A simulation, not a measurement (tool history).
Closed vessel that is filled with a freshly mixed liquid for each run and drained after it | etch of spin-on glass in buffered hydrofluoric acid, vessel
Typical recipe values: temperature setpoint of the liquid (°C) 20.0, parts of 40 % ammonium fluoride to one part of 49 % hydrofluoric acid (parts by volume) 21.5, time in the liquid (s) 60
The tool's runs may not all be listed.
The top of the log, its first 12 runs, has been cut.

run   hour  temperature setpoint of the liquid (°C)  parts of 40 % ammonium fluoride to one part of 49 % hydrofluoric acid (parts by volume)  time in the liquid (s)  wafers since the last listed run  hours since the thermometer was replaced  hours since the hydrofluoric acid flow meter was replaced  hours since the gauge calibration  read-back film thickness of the spin-on glass reference wafer, read on the same gauge (nm)  thickness taken off the spin-on glass on a monitor wafer (angstrom)
 13  114.4                                     20.0                                                                                     21.5                      60                               555                                    2772.0                                                      677.4                               12.4                                                                                      149.97                                                                451.6
     120.9  -- hydrofluoric acid flow meter replaced
 14  125.2                                     17.0                                                                                     29.5                      30                               726                                    2782.8                                                        4.3                               23.2                                                                                      149.99                                                                152.7
 15  142.6                                     20.0                                                                                     27.5                      90                              1289                                    2800.2                                                       21.7                               40.6                                                                                      150.01                                                                569.1
 16  154.2                                     20.0                                                                                     21.5                      85                               859                                    2811.8                                                       33.3                               52.2                                                                                      150.01                                                                640.4
 17  163.2                                     20.0                                                                                     21.5                      60                               667                                    2820.8                                                       42.3                               61.2                                                                                      149.99                                                                454.0
 18  169.6                                     25.0                                                                                     17.0                      90                               474                                    2827.2                                                       48.7                               67.6                                                                                      150.00                                                               1092.1
 19  178.2                                     20.0                                                                                     21.5                      60                               637                                    2835.8                                                       57.3                               76.2                                                                                      150.00                                                                450.5
 20  188.0                                     20.0                                                                                     21.5                      45                               726                                    2845.6                                                       67.1                               86.0                                                                                      149.98                                                                336.2
 21  196.2                                     20.0                                                                                     21.5                      60                               607                                    2853.8                                                       75.3                               94.2                                                                                      150.00                                                                448.8
     227.3  -- thermometer replaced
 22  228.0                                     17.0                                                                                     21.5                      60                              2282                                       0.7                                                      107.1                              126.0                                                                                      149.99                                                                329.4
 23  238.1                                     18.0                                                                                     23.5                      70                               748                                      10.8                                                      117.2                              136.1                                                                                      149.97                                                                386.8

Expected results for the next run?
 24  251.3                                     20.0                                                                                     21.5                      60                               978                                      24.0                                                      130.4                              149.3                                                                                           ?                                                                    ?

{"run 24": {"read-back film thickness of the spin-on glass reference wafer, read on the same gauge (nm)": 150.0, "thickness taken off the spin-on glass on a monitor wafer (angstrom)": 394.1}}
Without the tool's hidden state the same run would have given thickness taken off the spin-on glass on a monitor wafer (angstrom) 390.3.
